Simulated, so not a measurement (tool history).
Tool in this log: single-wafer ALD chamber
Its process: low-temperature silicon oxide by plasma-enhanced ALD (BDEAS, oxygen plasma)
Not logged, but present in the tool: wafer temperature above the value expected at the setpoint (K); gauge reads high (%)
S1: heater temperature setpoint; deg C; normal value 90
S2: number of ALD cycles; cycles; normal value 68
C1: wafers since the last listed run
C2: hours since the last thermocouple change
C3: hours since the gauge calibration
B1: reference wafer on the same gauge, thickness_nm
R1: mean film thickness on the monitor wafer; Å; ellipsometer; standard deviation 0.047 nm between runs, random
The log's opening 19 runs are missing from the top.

run 20 hour=1351.5 | S1=90 S2=68 | C1=273 C2=2075.0 C3=390.7 | B1=8.500 | R1=102.40
run 21 hour=1419.0 | S1=90 S2=68 | C1=204 C2=2142.5 C3=458.2 | B1=8.510 | R1=101.82
run 22 hour=1461.5 | S1=102 S2=75 | C1=128 C2=2185.0 C3=500.7 | B1=8.499 | R1=107.84
run 23 hour=1520.4 | S1=101 S2=73 | C1=178 C2=2243.9 C3=559.6 | B1=8.489 | R1=106.19
-- hour=1584.9 thermocouple changed; heater temperature recalibrated
run 24 hour=1615.9 | S1=103 S2=68 | C1=264 C2=31.0 C3=655.1 | B1=8.496 | R1=97.22
run 25 hour=1656.7 | S1=86 S2=57 | C1=123 C2=71.8 C3=695.9 | B1=8.501 | R1=86.01
run 26 hour=1763.1 | S1=94 S2=81 | C1=321 C2=178.2 C3=802.3 | B1=8.496 | R1=119.65
run 27 hour=1867.8 | S1=90 S2=68 | C1=316 C2=282.9 C3=907.0 | B1=8.501 | R1=101.69
run 28 hour=1905.8 | S1=77 S2=74 | C1=114 C2=320.9 C3=945.0 | B1=8.496 | R1=115.83
run 29 hour=2007.3 | S1=83 S2=75 | C1=307 C2=422.4 C3=1046.5 | B1=8.497 | R1=114.23
run 30 hour=2079.8 | S1=84 S2=73 | C1=219 C2=494.9 C3=1119.0 | B1=8.505 | R1=111.24
run 31 hour=2134.1 | S1=90 S2=68 | C1=164 C2=549.2 C3=1173.3 | B1=8.504 | R1=101.91
run 32 hour=2242.1 | S1=84 S2=68 | C1=326 C2=657.2 C3=1281.3 | B1=8.502 | R1=105.23
run 33 hour=2555.5 | S1=90 S2=68 | C1=948 C2=970.6 C3=1594.7 | B1=8.501 | R1=102.12
run 34 hour=2617.5 | S1=84 S2=68 | C1=187 C2=1032.6 C3=1656.7 | B1=8.499 | R1=104.80
run 35 hour=2672.7 | S1=84 S2=76 | C1=166 C2=1087.8 C3=1711.9 | B1=8.512 | R1=116.31
run 36 hour=2764.6 | S1=100 S2=68 | C1=278 C2=1179.7 C3=1803.8 | B1=8.493 | R1=98.48

5 options for the next run, each taken on its own from the tool as it stands now. Forecast them:
run A hour=2765.1 | S1=90 S2=68 | C1=1 C2=1180.2 C3=1804.3 | B1=? | R1=?
run B hour=2765.1 | S1=75 S2=73 | C1=1 C2=1180.2 C3=1804.3 | B1=? | R1=?
run C hour=2765.1 | S1=103 S2=78 | C1=1 C2=1180.2 C3=1804.3 | B1=? | R1=?
run D hour=2765.1 | S1=95 S2=57 | C1=1 C2=1180.2 C3=1804.3 | B1=? | R1=?
run E hour=2765.1 | S1=104 S2=75 | C1=1 C2=1180.2 C3=1804.3 | B1=? | R1=?

run=A B1=8.497 R1=102.24
run=B B1=8.497 R1=116.19
run=C B1=8.497 R1=111.32
run=D B1=8.497 R1=84.03
run=E B1=8.497 R1=106.79
With no hidden state in the tool, these same runs would have given:
run=A R1=100.50
run=B R1=114.32
run=C R1=110.30
run=D R1=82.57
run=E R1=105.84

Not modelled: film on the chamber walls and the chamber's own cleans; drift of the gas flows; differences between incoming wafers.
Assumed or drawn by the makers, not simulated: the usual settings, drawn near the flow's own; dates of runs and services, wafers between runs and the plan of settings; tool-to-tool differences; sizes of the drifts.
